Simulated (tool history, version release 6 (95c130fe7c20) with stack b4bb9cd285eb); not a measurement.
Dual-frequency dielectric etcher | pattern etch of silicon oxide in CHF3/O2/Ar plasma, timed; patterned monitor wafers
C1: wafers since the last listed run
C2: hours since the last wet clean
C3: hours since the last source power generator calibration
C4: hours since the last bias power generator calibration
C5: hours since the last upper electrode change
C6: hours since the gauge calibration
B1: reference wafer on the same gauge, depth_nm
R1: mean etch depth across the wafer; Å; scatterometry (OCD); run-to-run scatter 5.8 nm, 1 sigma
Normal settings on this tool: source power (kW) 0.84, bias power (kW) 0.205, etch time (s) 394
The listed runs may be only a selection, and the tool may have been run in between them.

run 1 hour=0 | source_power_(kW)=0.84 bias_power_(kW)=0.217 etch_time_(s)=394 | C1=0 C2=463.9 C3=1640.3 C4=4483.3 C5=4026.8 C6=191.1 | B1=1028.2 | R1=9066
-- hour=10.2 gauge calibrated
run 2 hour=15.4 | source_power_(kW)=0.84 bias_power_(kW)=0.205 etch_time_(s)=361.5 | C1=84 C2=479.3 C3=1655.7 C4=4498.7 C5=4042.2 C6=5.2 | B1=1030.2 | R1=8104
run 3 hour=27.4 | source_power_(kW)=0.84 bias_power_(kW)=0.205 etch_time_(s)=361.5 | C1=65 C2=491.3 C3=1667.7 C4=4510.7 C5=4054.2 C6=17.2 | B1=1028.4 | R1=8129
run 4 hour=40.4 | source_power_(kW)=0.84 bias_power_(kW)=0.205 etch_time_(s)=361.5 | C1=71 C2=504.3 C3=1680.7 C4=4523.7 C5=4067.2 C6=30.2 | B1=1029 | R1=8086
run 5 hour=48.5 | source_power_(kW)=0.84 bias_power_(kW)=0.205 etch_time_(s)=394 | C1=44 C2=512.4 C3=1688.8 C4=4531.8 C5=4075.3 C6=38.3 | B1=1028.2 | R1=8854
run 6 hour=62.7 | source_power_(kW)=0.84 bias_power_(kW)=0.205 etch_time_(s)=394 | C1=77 C2=526.6 C3=1703 C4=4546 C5=4089.5 C6=52.5 | B1=1028.1 | R1=8843
run 7 hour=76.7 | source_power_(kW)=0.84 bias_power_(kW)=0.205 etch_time_(s)=394 | C1=76 C2=540.6 C3=1717 C4=4560 C5=4103.5 C6=66.5 | B1=1029.9 | R1=8730
run 8 hour=90.3 | source_power_(kW)=0.84 bias_power_(kW)=0.205 etch_time_(s)=394 | C1=74 C2=554.2 C3=1730.6 C4=4573.6 C5=4117.1 C6=80.1 | B1=1030.7 | R1=8754
-- hour=146.9 wet clean of the chamber
-- hour=171 upper electrode replaced, of another model than before
run 9 hour=171.5 | source_power_(kW)=0.84 bias_power_(kW)=0.205 etch_time_(s)=394 | C1=182 C2=24.6 C3=1811.8 C4=4654.8 C5=0.5 C6=161.3 | B1=1029.5 | R1=9322
run 10 hour=171.9 | source_power_(kW)=0.84 bias_power_(kW)=0.205 etch_time_(s)=327.5 | C1=2 C2=25 C3=1812.2 C4=4655.2 C5=0.9 C6=161.7 | B1=1029.2 | R1=7759
run 11 hour=172.3 | source_power_(kW)=0.84 bias_power_(kW)=0.205 etch_time_(s)=327.5 | C1=2 C2=25.4 C3=1812.6 C4=4655.6 C5=1.3 C6=162.1 | B1=1028.7 | R1=7680
run 12 hour=176.4 | source_power_(kW)=0.84 bias_power_(kW)=0.205 etch_time_(s)=394 | C1=22 C2=29.5 C3=1816.7 C4=4659.7 C5=5.4 C6=166.2 | B1=1027.9 | R1=9327
run 13 hour=186.7 | source_power_(kW)=0.84 bias_power_(kW)=0.205 etch_time_(s)=394 | C1=56 C2=39.8 C3=1827 C4=4670 C5=15.7 C6=176.5 | B1=1028.8 | R1=9211
run 14 hour=200.3 | source_power_(kW)=0.84 bias_power_(kW)=0.205 etch_time_(s)=394 | C1=74 C2=53.4 C3=1840.6 C4=4683.6 C5=29.3 C6=190.1 | B1=1027 | R1=9218
run 15 hour=216.9 | source_power_(kW)=0.84 bias_power_(kW)=0.248 etch_time_(s)=394 | C1=91 C2=70 C3=1857.2 C4=4700.2 C5=45.9 C6=206.7 | B1=1028.4 | R1=10389
run 16 hour=223.3 | source_power_(kW)=0.84 bias_power_(kW)=0.205 etch_time_(s)=361.5 | C1=35 C2=76.4 C3=1863.6 C4=4706.6 C5=52.3 C6=213.1 | B1=1030.2 | R1=8411
-- hour=239.7 source power generator calibrated
run 17 hour=240.2 | source_power_(kW)=0.84 bias_power_(kW)=0.205 etch_time_(s)=394 | C1=70 C2=93.3 C3=0.5 C4=4723.5 C5=69.2 C6=230 | B1=1030.1 | R1=9101
-- hour=246.1 bias power generator calibrated
run 18 hour=246.8 | source_power_(kW)=0.84 bias_power_(kW)=0.205 etch_time_(s)=394 | C1=14 C2=99.9 C3=7.1 C4=0.7 C5=75.8 C6=236.6 | B1=1028.8 | R1=9087
-- hour=260.3 gauge calibrated
run 19 hour=260.9 | source_power_(kW)=0.84 bias_power_(kW)=0.205 etch_time_(s)=394 | C1=77 C2=114 C3=21.2 C4=14.8 C5=89.9 C6=0.6 | B1=1028.7 | R1=9225
run 20 hour=269.3 | source_power_(kW)=0.84 bias_power_(kW)=0.237 etch_time_(s)=310.5 | C1=46 C2=122.4 C3=29.6 C4=23.2 C5=98.3 C6=9 | B1=1029.3 | R1=7954
run 21 hour=280.6 | source_power_(kW)=0.84 bias_power_(kW)=0.225 etch_time_(s)=394 | C1=62 C2=133.7 C3=40.9 C4=34.5 C5=109.6 C6=20.3 | B1=1031.4 | R1=9758
run 22 hour=288.3 | source_power_(kW)=0.74 bias_power_(kW)=0.205 etch_time_(s)=394 | C1=42 C2=141.4 C3=48.6 C4=42.2 C5=117.3 C6=28 | B1=1028.7 | R1=8337
run 23 hour=297.7 | source_power_(kW)=0.76 bias_power_(kW)=0.182 etch_time_(s)=394 | C1=51 C2=150.8 C3=58 C4=51.6 C5=126.7 C6=37.4 | B1=1028.1 | R1=7690
run 24 hour=307 | source_power_(kW)=1.03 bias_power_(kW)=0.256 etch_time_(s)=394 | C1=51 C2=160.1 C3=67.3 C4=60.9 C5=136 C6=46.7 | B1=1029.1 | R1=12034
run 25 hour=317.8 | source_power_(kW)=0.99 bias_power_(kW)=0.232 etch_time_(s)=466 | C1=59 C2=170.9 C3=78.1 C4=71.7 C5=146.8 C6=57.5 | B1=1029 | R1=13115
run 26 hour=334.5 | source_power_(kW)=0.64 bias_power_(kW)=0.205 etch_time_(s)=394 | C1=91 C2=187.6 C3=94.8 C4=88.4 C5=163.5 C6=74.2 | B1=1028.2 | R1=7125
run 27 hour=350.6 | source_power_(kW)=0.84 bias_power_(kW)=0.205 etch_time_(s)=394 | C1=88 C2=203.7 C3=110.9 C4=104.5 C5=179.6 C6=90.3 | B1=1027.6 | R1=9118
run 28 hour=357.1 | source_power_(kW)=0.84 bias_power_(kW)=0.175 etch_time_(s)=394 | C1=35 C2=210.2 C3=117.4 C4=111 C5=186.1 C6=96.8 | B1=1028.8 | R1=8169
run 29 hour=370.1 | source_power_(kW)=0.71 bias_power_(kW)=0.229 etch_time_(s)=451 | C1=71 C2=223.2 C3=130.4 C4=124 C5=199.1 C6=109.8 | B1=1029.5 | R1=9707

Alternative continuations, all from the tool just after run 29; predict every row:
run A hour=370.6 | source_power_(kW)=0.84 bias_power_(kW)=0.205 etch_time_(s)=394 | C1=2 C2=223.7 C3=130.9 C4=124.5 C5=199.6 C6=110.3 | B1=? | R1=?
run B hour=370.6 | source_power_(kW)=0.98 bias_power_(kW)=0.244 etch_time_(s)=394 | C1=2 C2=223.7 C3=130.9 C4=124.5 C5=199.6 C6=110.3 | B1=? | R1=?
run C hour=370.6 | source_power_(kW)=0.84 bias_power_(kW)=0.205 etch_time_(s)=355.5 | C1=2 C2=223.7 C3=130.9 C4=124.5 C5=199.6 C6=110.3 | B1=? | R1=?
run D hour=370.6 | source_power_(kW)=0.69 bias_power_(kW)=0.246 etch_time_(s)=441.5 | C1=2 C2=223.7 C3=130.9 C4=124.5 C5=199.6 C6=110.3 | B1=? | R1=?

run=A B1=1030.1 R1=9110
run=B B1=1030.1 R1=11340
run=C B1=1030.1 R1=8220
run=D B1=1030.1 R1=9733
With the hidden condition removed and each run's random variation left untouched, the same runs would have given:
run=A R1=9329
run=B R1=11613
run=C R1=8418
run=D R1=9967
